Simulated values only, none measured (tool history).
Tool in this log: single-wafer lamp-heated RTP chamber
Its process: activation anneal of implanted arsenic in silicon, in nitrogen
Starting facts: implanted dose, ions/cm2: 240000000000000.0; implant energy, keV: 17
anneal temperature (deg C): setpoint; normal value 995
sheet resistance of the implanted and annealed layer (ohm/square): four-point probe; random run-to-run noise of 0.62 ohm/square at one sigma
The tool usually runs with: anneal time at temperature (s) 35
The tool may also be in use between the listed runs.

run    hour  anneal temperature (deg C)  anneal time at temperature (s)  wafers since the last listed run  wafers since the last pyrometer calibration  wafers since the reflector plate was cleaned  hours since the gauge calibration  read-back reference wafer on the same gauge, sheet resistance  sheet resistance of the implanted and annealed layer (ohm/square)
  1       0                         995                              35                                 0                                         2082                                          7513                              257.3                                                         490.03                                                             413.64
  2    53.9                         995                              35                               835                                         2917                                          8348                              311.2                                                         490.26                                                             415.28
  3     125                         995                              35                              1101                                         4019                                          9450                              382.3                                                         490.02                                                             413.43
  4   179.3                         995                              35                               841                                         4861                                         10292                              436.6                                                         489.79                                                             412.34
      202.5  -- pyrometer window cleaned and pyrometer calibrated
      235.8  -- reflector plate cleaned
  5   256.7                         995                              35                               951                                          715                                           323                                514                                                         489.83                                                              414.5
  6   299.1                         995                              27                               657                                         1373                                           980                              556.4                                                         489.71                                                              416.7
  7   361.8                         995                              35                               971                                         2344                                          1952                              619.1                                                         489.91                                                             413.58
  8   427.7                         995                              35                              1021                                         3366                                          2973                                685                                                         489.96                                                             412.87
  9   498.3                         995                              35                              1094                                         4460                                          4067                              755.6                                                         489.88                                                             414.34
      560.9  -- pyrometer window cleaned and pyrometer calibrated
 10   585.8                         995                              35                              1232                                          385                                          5299                              843.1                                                         490.33                                                             415.06
 11   660.6                         995                              56                              1159                                         1545                                          6459                              917.9                                                         489.77                                                             410.57
 12   752.1                         973                              54                              1418                                         2963                                          7877                             1009.4                                                         489.72                                                             415.66
      826.1  -- gauge calibrated
      892.5  -- pyrometer window cleaned and pyrometer calibrated
 13   960.6                        1020                              35                              3107                                         1056                                         10984                              134.5                                                         490.12                                                             408.12
 14  1138.8                         971                              54                              2761                                         3817                                         13746                              312.7                                                         489.97                                                              414.8
     1176.6  -- reflector plate cleaned
 15  1214.3                         981                              16                              1046                                         4864                                           585                              388.2                                                            490                                                             420.03
     1238.2  -- pyrometer window cleaned and pyrometer calibrated
 16  1476.8                         977                              50                              3944                                         3697                                          4529                              650.7                                                         489.96                                                             412.96
 17  1518.6                        1024                              55                               647                                         4345                                          5177                              692.5                                                         490.07                                                             401.56
 18  1615.1                         995                              35                              1495                                         5840                                          6672                                789                                                         490.14                                                             413.27
     1646.4  -- pyrometer window cleaned and pyrometer calibrated
 19  1690.9                         995                              56                              1050                                          689                                          7723                              864.8                                                         490.31                                                             410.45
 20  1760.9                         987                              54                              1084                                         1774                                          8808                              934.8                                                         489.93                                                             411.66
 21  1825.6                         982                              28                              1002                                         2776                                          9811                              999.5                                                         490.21                                                             417.43

Across each entry between runs, compare the hidden state at the last listed run before it with the hidden state at the first listed run after it:
Between runs 4 and 5: pyrometer window cleaned and pyrometer calibrated (hour 202.5); reflector plate cleaned (hour 235.8)
  true wafer temperature minus pyrometer reading, K: 12.2 -> 2.81
  the result without the hidden state subtracted from the measured one, sheet resistance of the implanted and annealed layer (ohm/square): -2.18 -> -0.48
Between runs 9 and 10: pyrometer window cleaned and pyrometer calibrated (hour 560.9)
  true wafer temperature minus pyrometer reading, K: 10.8 -> 1.15
  the result without the hidden state subtracted from the measured one, sheet resistance of the implanted and annealed layer (ohm/square): -1.9 -> -0.19
Between runs 12 and 13: gauge calibrated (hour 826.1); pyrometer window cleaned and pyrometer calibrated (hour 892.5)
  true wafer temperature minus pyrometer reading, K: 6.62 -> 4.49
  the result without the hidden state subtracted from the measured one, sheet resistance of the implanted and annealed layer (ohm/square): -1.1 -> -0.99
Between runs 14 and 15: reflector plate cleaned (hour 1176.6)
  true wafer temperature minus pyrometer reading, K: 10.3 -> 12.8
  the result without the hidden state subtracted from the measured one, sheet resistance of the implanted and annealed layer (ohm/square): -1.71 -> -1.6
Between runs 15 and 16: pyrometer window cleaned and pyrometer calibrated (hour 1238.2)
  true wafer temperature minus pyrometer reading, K: 12.8 -> 9.11
  the result without the hidden state subtracted from the measured one, sheet resistance of the implanted and annealed layer (ohm/square): -1.6 -> -1.5
Between runs 18 and 19: pyrometer window cleaned and pyrometer calibrated (hour 1646.4)
  true wafer temperature minus pyrometer reading, K: 13.7 -> 2.03
  the result without the hidden state subtracted from the measured one, sheet resistance of the implanted and annealed layer (ohm/square): -2.46 -> -0.43
